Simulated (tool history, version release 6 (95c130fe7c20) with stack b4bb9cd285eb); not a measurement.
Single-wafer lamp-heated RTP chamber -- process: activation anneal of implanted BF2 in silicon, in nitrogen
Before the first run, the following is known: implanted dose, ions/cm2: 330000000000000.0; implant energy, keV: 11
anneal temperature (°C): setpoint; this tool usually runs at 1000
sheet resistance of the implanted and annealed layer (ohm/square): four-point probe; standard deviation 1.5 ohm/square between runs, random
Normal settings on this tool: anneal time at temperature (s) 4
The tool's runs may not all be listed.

| run | hour | anneal temperature (°C) | anneal time at temperature (s) | wafers since the last listed run | wafers since the last pyrometer calibration | wafers since the reflector plate was cleaned | hours since the gauge calibration | read-back reference wafer on the same gauge, sheet resistance | sheet resistance of the implanted and annealed layer (ohm/square) |
|---|---|---|---|---|---|---|---|---|---|
| 1 | 0.0 | 1000 | 4 | 0 | 3318 | 11337 | 950.6 | 384.57 | 369.41 |
|  | 21.1 | pyrometer window cleaned and pyrometer calibrated |
| 2 | 21.6 | 1000 | 4 | 139 | 4 | 11476 | 972.2 | 385.14 | 366.39 |
| 3 | 46.1 | 1000 | 3 | 250 | 255 | 11727 | 996.7 | 385.41 | 368.72 |
| 4 | 65.2 | 1000 | 3 | 195 | 451 | 11922 | 1015.8 | 385.20 | 370.61 |
| 5 | 100.3 | 1000 | 3 | 359 | 810 | 12281 | 1050.9 | 384.87 | 370.48 |
| 6 | 131.2 | 988 | 4 | 316 | 1126 | 12597 | 1081.8 | 385.27 | 377.39 |
| 7 | 148.7 | 988 | 4 | 179 | 1305 | 12776 | 1099.3 | 385.27 | 374.99 |
| 8 | 174.9 | 1000 | 4 | 268 | 1573 | 13044 | 1125.5 | 385.15 | 367.27 |
|  | 178.9 | gauge calibrated |
| 9 | 189.2 | 1000 | 4 | 146 | 1719 | 13191 | 10.3 | 385.10 | 369.02 |
| 10 | 219.7 | 1012 | 4 | 312 | 2031 | 13503 | 40.8 | 385.14 | 360.07 |
| 11 | 234.2 | 1012 | 4 | 148 | 2180 | 13651 | 55.3 | 384.87 | 360.84 |
| 12 | 256.4 | 1012 | 4 | 227 | 2407 | 13878 | 77.5 | 384.95 | 357.81 |
|  | 266.9 | reflector plate cleaned |
| 13 | 280.9 | 1000 | 4 | 168 | 2576 | 143 | 102.0 | 384.63 | 368.57 |
|  | 310.8 | pyrometer window cleaned and pyrometer calibrated |
| 14 | 311.3 | 1019 | 4 | 229 | 5 | 372 | 132.4 | 384.98 | 359.61 |
| 15 | 334.2 | 989 | 5 | 234 | 239 | 607 | 155.3 | 384.83 | 378.78 |
| 16 | 353.2 | 1000 | 4 | 194 | 434 | 801 | 174.3 | 385.07 | 368.27 |
| 17 | 375.4 | 1030 | 6 | 227 | 661 | 1028 | 196.5 | 384.72 | 349.94 |
| 18 | 388.5 | 1022 | 4 | 134 | 795 | 1162 | 209.6 | 384.63 | 359.36 |
| 19 | 408.1 | 1000 | 4 | 200 | 995 | 1363 | 229.2 | 385.07 | 369.99 |
| 20 | 428.0 | 1010 | 4 | 203 | 1199 | 1567 | 249.1 | 385.21 | 364.41 |
| 21 | 457.2 | 1009 | 3 | 298 | 1498 | 1865 | 278.3 | 384.96 | 365.71 |
| 22 | 470.0 | 1022 | 4 | 130 | 1629 | 1996 | 291.1 | 385.03 | 357.47 |
| 23 | 554.4 | 1000 | 4 | 863 | 2493 | 2860 | 375.5 | 384.54 | 371.05 |
| 24 | 581.2 | 1015 | 4 | 274 | 2767 | 3134 | 402.3 | 385.36 | 359.64 |
| 25 | 609.4 | 1020 | 5 | 288 | 3055 | 3423 | 430.5 | 385.21 | 353.55 |
| 26 | 624.7 | 979 | 3 | 156 | 3212 | 3579 | 445.8 | 385.17 | 396.10 |
|  | 653.0 | pyrometer window cleaned and pyrometer calibrated |
| 27 | 653.5 | 1000 | 4 | 212 | 5 | 3792 | 474.6 | 385.19 | 370.82 |
| 28 | 670.6 | 1009 | 4 | 174 | 180 | 3967 | 491.7 | 385.00 | 364.12 |
| 29 | 702.7 | 977 | 5 | 328 | 508 | 4296 | 523.8 | 384.77 | 392.58 |
| 30 | 715.7 | 988 | 4 | 133 | 642 | 4429 | 536.8 | 384.63 | 380.20 |
| 31 | 734.4 | 1010 | 6 | 191 | 833 | 4620 | 555.5 | 384.92 | 358.97 |
| 32 | 749.1 | 1021 | 4 | 150 | 983 | 4770 | 570.2 | 384.90 | 357.28 |
| 33 | 766.6 | 1029 | 6 | 179 | 1162 | 4949 | 587.7 | 385.24 | 345.41 |
| 34 | 840.9 | 1000 | 4 | 760 | 1923 | 5710 | 662.0 | 384.90 | 368.85 |
| 35 | 869.0 | 1000 | 4 | 287 | 2210 | 5997 | 690.1 | 384.70 | 369.26 |
| 36 | 892.1 | 1029 | 4 | 236 | 2447 | 6234 | 713.2 | 384.87 | 352.56 |

Take each entry between the runs: how does the hidden state at the last listed run before it differ from the hidden state at the first listed run after it?
In the gap between runs 1 and 2: pyrometer window cleaned and pyrometer calibrated (hour 21.1)
  wafer temperature error from the tarnished reflector plate, K: 6.24 -> 6.37
  measured less the result without the state, sheet resistance of the implanted and annealed layer (ohm/square): -4.85 -> -4.90
In the gap between runs 8 and 9: gauge calibrated (hour 178.9)
  wafer temperature error from the tarnished reflector plate, K: 7.22 -> 7.3
  measured less the result without the state, sheet resistance of the implanted and annealed layer (ohm/square): -5.52 -> -5.61
In the gap between runs 12 and 13: reflector plate cleaned (hour 266.9)
  wafer temperature error from the tarnished reflector plate, K: 7.68 -> 0.514
  measured less the result without the state, sheet resistance of the implanted and annealed layer (ohm/square): -4.58 -> -0.42
In the gap between runs 13 and 14: pyrometer window cleaned and pyrometer calibrated (hour 310.8)
  wafer temperature error from the tarnished reflector plate, K: 0.514 -> 0.683
  measured less the result without the state, sheet resistance of the implanted and annealed layer (ohm/square): -0.42 -> -0.39
In the gap between runs 26 and 27: pyrometer window cleaned and pyrometer calibrated (hour 653.0)
  wafer temperature error from the tarnished reflector plate, K: 2.43 -> 2.59
  measured less the result without the state, sheet resistance of the implanted and annealed layer (ohm/square): -3.44 -> -2.10

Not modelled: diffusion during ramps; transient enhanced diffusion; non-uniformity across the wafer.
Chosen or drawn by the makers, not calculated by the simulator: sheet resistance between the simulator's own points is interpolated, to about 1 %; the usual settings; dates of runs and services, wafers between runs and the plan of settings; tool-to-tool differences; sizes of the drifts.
